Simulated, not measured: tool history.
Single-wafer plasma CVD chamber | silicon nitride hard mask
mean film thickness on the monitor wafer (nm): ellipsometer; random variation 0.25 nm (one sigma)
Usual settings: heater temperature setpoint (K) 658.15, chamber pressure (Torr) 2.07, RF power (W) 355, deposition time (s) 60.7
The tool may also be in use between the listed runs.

run   hour  heater temperature setpoint (K)  chamber pressure (Torr)  RF power (W)  deposition time (s)  read-back reference wafer on the same gauge, thickness_nm  mean film thickness on the monitor wafer (nm)
  1      0                           658.15                     2.07           355                 60.7                                                     75.088                                         79.986
  2   55.1                           658.15                      2.2           355                 60.7                                                      74.81                                         81.288
  3   99.6                           658.15                      2.2           355                 60.7                                                      74.67                                         80.936
  4    129                           658.15                     2.07           405                 60.7                                                     74.605                                          85.27
  5  161.6                           658.15                     2.07           405                 60.7                                                     74.566                                         85.197
  6  188.2                           648.15                     2.07           355                 60.7                                                     74.554                                         79.645
     210.4  -- RF generator calibrated
  7  214.4                           648.15                     2.07           355                 60.7                                                     74.555                                         79.563
  8  249.2                           658.15                     2.07           355                 60.7                                                      74.44                                         79.351
  9  265.9                           658.15                     2.07           400                 55.2                                                     74.472                                         77.202
 10  286.9                           658.15                     2.07           355                 60.7                                                     74.423                                         79.339
 11    305                           658.15                     2.07           355                 60.7                                                     74.398                                         78.782
       336  -- capacitance manometer re-zeroed and calibrated
 12  336.5                           669.15                     2.36           355                 60.7                                                     74.389                                         81.863
 13  347.8                           658.15                     2.07           355                 60.7                                                     74.409                                         79.274
 14  369.9                           658.15                     2.07           420                   71                                                     74.431                                        101.183
 15  387.6                           667.15                     1.59           405                 60.7                                                     74.398                                         77.535
 16  404.7                           672.15                     2.07           355                   53                                                     74.359                                         68.849
     424.7  -- thermocouple changed; heater temperature recalibrated
 17  437.2                           658.15                     2.07           400                 55.2                                                      74.29                                         76.961
 18  460.1                           658.15                     2.31           405                 72.1                                                      74.46                                        104.304
     466.3  -- gauge calibrated
     481.5  -- showerhead replaced
 19  482.9                           665.15                     2.55           400                 60.7                                                     75.951                                         90.707
 20    518                           647.15                     2.37           415                 60.7                                                     75.687                                         91.919
 21  542.2                           658.15                     2.32           375                 60.7                                                     75.539                                         85.224
 22  560.7                           663.15                     2.31           290                   49                                                     75.519                                         59.762
 23  573.1                           672.15                     1.78           355                 51.8                                                     75.215                                         64.693
 24  600.6                           663.15                     2.31           290                   49                                                     75.108                                         59.681
 25  620.7                           658.15                     2.07           390                 67.2                                                     75.019                                         93.021
 26  644.3                           658.15                      2.4           325                   49                                                     75.069                                          64.15
 27    676                           654.15                     2.07           400                 60.7                                                     74.854                                         85.634
 28  697.9                           658.15                     2.07           300                 60.7                                                     74.764                                         72.192

5 ways to go on from here, each from the tool as it stands after run 28. What would each give?
  A  698.3                           658.15                     2.07           355                 60.7                                                          ?                                              ?
  B  698.3                           658.15                     2.33           355                 52.3                                                          ?                                              ?
  C  698.3                           653.15                     1.65           310                 68.1                                                          ?                                              ?
  D  698.3                           648.15                     1.71           335                 60.7                                                          ?                                              ?
  E  698.3                           670.15                     2.36           325                 71.8                                                          ?                                              ?

run  read-back reference wafer on the same gauge, thickness_nm  mean film thickness on the monitor wafer (nm)
  A                                                     74.665                                         79.639
  B                                                     74.665                                         71.156
  C                                                     74.665                                         77.047
  D                                                     74.665                                         72.709
  E                                                     74.665                                         93.073
Without the tool's hidden state the same runs would have given:
run  mean film thickness on the monitor wafer (nm)
  A                                         81.045
  B                                         72.412
  C                                         78.407
  D                                         73.992
  E                                         94.716
